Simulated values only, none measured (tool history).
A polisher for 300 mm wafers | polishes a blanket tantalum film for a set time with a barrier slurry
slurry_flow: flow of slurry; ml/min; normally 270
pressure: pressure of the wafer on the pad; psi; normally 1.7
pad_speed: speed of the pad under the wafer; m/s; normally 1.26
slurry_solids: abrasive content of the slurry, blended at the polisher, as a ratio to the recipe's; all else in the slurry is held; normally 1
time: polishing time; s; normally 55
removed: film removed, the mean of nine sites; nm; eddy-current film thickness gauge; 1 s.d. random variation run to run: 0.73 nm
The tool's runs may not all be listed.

| run | hour | slurry_flow | pressure | pad_speed | slurry_solids | time | wafers since the last listed run | wafers polished on this pad | hours since the slurry nozzle was cleaned | hours since the head pressure was calibrated | hours since the slurry blender was calibrated | incoming thickness of the incoming film, nm | removed |
|---|---|---|---|---|---|---|---|---|---|---|---|---|---|
| 1 | 0.0 | 270 | 2.1 | 1.26 | 1 | 55 | 0 | 53 | 243.8 | 233.0 | 113.1 | 296.3 | 123.8 |
| 2 | 38.7 | 270 | 1.7 | 1.26 | 1 | 55 | 458 | 512 | 282.5 | 271.7 | 151.8 | 303.6 | 101.4 |
| 3 | 77.5 | 270 | 1.7 | 1.26 | 1 | 55 | 460 | 972 | 321.3 | 310.5 | 190.6 | 300.1 | 101.6 |
|  | 113.7 | slurry blender recalibrated |
|  | 121.2 | slurry nozzle cleaned |
| 4 | 148.3 | 270 | 1.7 | 1.26 | 1 | 55 | 804 | 1776 | 27.1 | 381.3 | 34.6 | 299.2 | 103.7 |
|  | 160.2 | worn pad replaced by a new one |
| 5 | 204.6 | 270 | 1.7 | 1.26 | 1 | 55 | 620 | 526 | 83.4 | 437.6 | 90.9 | 302.8 | 105.0 |
| 6 | 255.8 | 205 | 1.7 | 1.54 | 1 | 55 | 607 | 1133 | 134.6 | 488.8 | 142.1 | 300.7 | 118.1 |
| 7 | 290.3 | 205 | 1.7 | 1.54 | 1 | 55 | 409 | 1542 | 169.1 | 523.3 | 176.6 | 297.8 | 117.2 |
|  | 306.6 | worn pad replaced by a new one |
|  | 311.9 | head pressure recalibrated |
|  | 332.9 | slurry blender recalibrated |
| 8 | 358.5 | 270 | 1.7 | 1.26 | 1 | 62 | 713 | 567 | 237.3 | 46.6 | 25.6 | 304.9 | 110.3 |
| 9 | 398.5 | 270 | 1.7 | 1.26 | 1 | 55 | 474 | 1042 | 277.3 | 86.6 | 65.6 | 298.5 | 97.5 |
|  | 453.2 | worn pad replaced by a new one |
| 10 | 459.1 | 270 | 1.7 | 1.26 | 1 | 42 | 671 | 70 | 337.9 | 147.2 | 126.2 | 296.9 | 76.0 |
|  | 460.8 | slurry nozzle cleaned |
| 11 | 530.9 | 270 | 2.1 | 1.26 | 1 | 43 | 839 | 909 | 70.1 | 219.0 | 198.0 | 298.1 | 97.0 |

For run 12, what comes out?
|  | 585.6 | slurry blender recalibrated |
| 12 | 594.9 | 220 | 2.0 | 1.26 | 1 | 44 | 735 | 1645 | 134.1 | 283.0 | 9.3 | 303.1 | ? |

{"run 12": {"removed": 94.6}}
On a tool with no hidden condition, and with the same random variation, this run would have come out at removed 90.4 nm.

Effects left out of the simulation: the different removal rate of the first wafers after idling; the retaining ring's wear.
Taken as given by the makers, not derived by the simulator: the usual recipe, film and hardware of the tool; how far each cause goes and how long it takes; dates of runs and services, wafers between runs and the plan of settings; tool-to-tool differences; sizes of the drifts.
